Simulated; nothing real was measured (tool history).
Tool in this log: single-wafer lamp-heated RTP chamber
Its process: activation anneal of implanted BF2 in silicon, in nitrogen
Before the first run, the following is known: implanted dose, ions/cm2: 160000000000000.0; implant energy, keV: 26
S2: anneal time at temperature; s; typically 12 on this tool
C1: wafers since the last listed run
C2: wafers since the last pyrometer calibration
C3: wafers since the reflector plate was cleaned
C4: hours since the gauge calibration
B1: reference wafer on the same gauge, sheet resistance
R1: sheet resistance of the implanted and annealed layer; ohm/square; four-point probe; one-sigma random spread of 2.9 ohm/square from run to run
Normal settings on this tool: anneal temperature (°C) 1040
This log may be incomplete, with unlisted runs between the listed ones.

{"run": 1, "hour": 0.0, "anneal temperature (°C)": 1040, "S2": 14, "C1": 0, "C2": 4314, "C3": 9812, "C4": 867.4, "B1": 594.04, "R1": 549.7}
{"hour": 14.9, "done": "pyrometer window cleaned and pyrometer calibrated"}
{"run": 2, "hour": 48.2, "anneal temperature (°C)": 1040, "S2": 14, "C1": 730, "C2": 605, "C3": 10543, "C4": 915.6, "B1": 593.48, "R1": 556.73}
{"run": 3, "hour": 109.5, "anneal temperature (°C)": 1040, "S2": 12, "C1": 1114, "C2": 1719, "C3": 11657, "C4": 976.9, "B1": 592.01, "R1": 552.14}
{"hour": 172.4, "done": "reflector plate cleaned"}
{"hour": 281.9, "done": "pyrometer window cleaned and pyrometer calibrated"}
{"run": 4, "hour": 343.1, "anneal temperature (°C)": 1040, "S2": 12, "C1": 3954, "C2": 1112, "C3": 2956, "C4": 1210.5, "B1": 587.08, "R1": 551.97}
{"run": 5, "hour": 435.1, "anneal temperature (°C)": 1040, "S2": 12, "C1": 1671, "C2": 2784, "C3": 4628, "C4": 1302.5, "B1": 585.39, "R1": 543.5}
{"run": 6, "hour": 481.1, "anneal temperature (°C)": 1040, "S2": 12, "C1": 835, "C2": 3620, "C3": 5464, "C4": 1348.5, "B1": 584.41, "R1": 545.65}
{"run": 7, "hour": 549.8, "anneal temperature (°C)": 1040, "S2": 12, "C1": 1248, "C2": 4869, "C3": 6713, "C4": 1417.2, "B1": 583.41, "R1": 541.29}
{"hour": 559.2, "done": "gauge calibrated"}
{"hour": 569.5, "done": "pyrometer window cleaned and pyrometer calibrated"}
{"run": 8, "hour": 597.3, "anneal temperature (°C)": 1040, "S2": 16, "C1": 717, "C2": 504, "C3": 7431, "C4": 38.1, "B1": 614.15, "R1": 575.55}
{"run": 9, "hour": 671.2, "anneal temperature (°C)": 1040, "S2": 16, "C1": 1343, "C2": 1847, "C3": 8774, "C4": 112.0, "B1": 613.59, "R1": 569.93}
{"run": 10, "hour": 709.2, "anneal temperature (°C)": 1040, "S2": 14, "C1": 690, "C2": 2538, "C3": 9464, "C4": 150.0, "B1": 612.66, "R1": 569.85}
{"run": 11, "hour": 752.3, "anneal temperature (°C)": 1040, "S2": 10, "C1": 783, "C2": 3321, "C3": 10248, "C4": 193.1, "B1": 611.45, "R1": 568.93}
{"run": 12, "hour": 830.1, "anneal temperature (°C)": 1013, "S2": 7, "C1": 1413, "C2": 4735, "C3": 11662, "C4": 270.9, "B1": 610.13, "R1": 574.0}
{"hour": 848.7, "done": "pyrometer window cleaned and pyrometer calibrated"}
{"run": 13, "hour": 944.0, "anneal temperature (°C)": 1065, "S2": 10, "C1": 1924, "C2": 1731, "C3": 13586, "C4": 384.8, "B1": 607.97, "R1": 567.08}
{"hour": 1005.5, "done": "reflector plate cleaned"}
{"run": 14, "hour": 1015.8, "anneal temperature (°C)": 1030, "S2": 7, "C1": 1159, "C2": 2891, "C3": 186, "C4": 456.6, "B1": 605.92, "R1": 571.21}
{"run": 15, "hour": 1062.9, "anneal temperature (°C)": 1040, "S2": 10, "C1": 855, "C2": 3747, "C3": 1042, "C4": 503.7, "B1": 604.99, "R1": 567.93}

Expected results for the next run?
{"run": 16, "hour": 1142.9, "anneal temperature (°C)": 1032, "S2": 12, "C1": 1453, "C2": 5201, "C3": 2496, "C4": 583.7, "B1": "?", "R1": "?"}

Run 16 measured B1 604.45, R1 564.69 ohm/square.
Had the tool carried no hidden state, the very same run would have given R1 574.15 ohm/square.

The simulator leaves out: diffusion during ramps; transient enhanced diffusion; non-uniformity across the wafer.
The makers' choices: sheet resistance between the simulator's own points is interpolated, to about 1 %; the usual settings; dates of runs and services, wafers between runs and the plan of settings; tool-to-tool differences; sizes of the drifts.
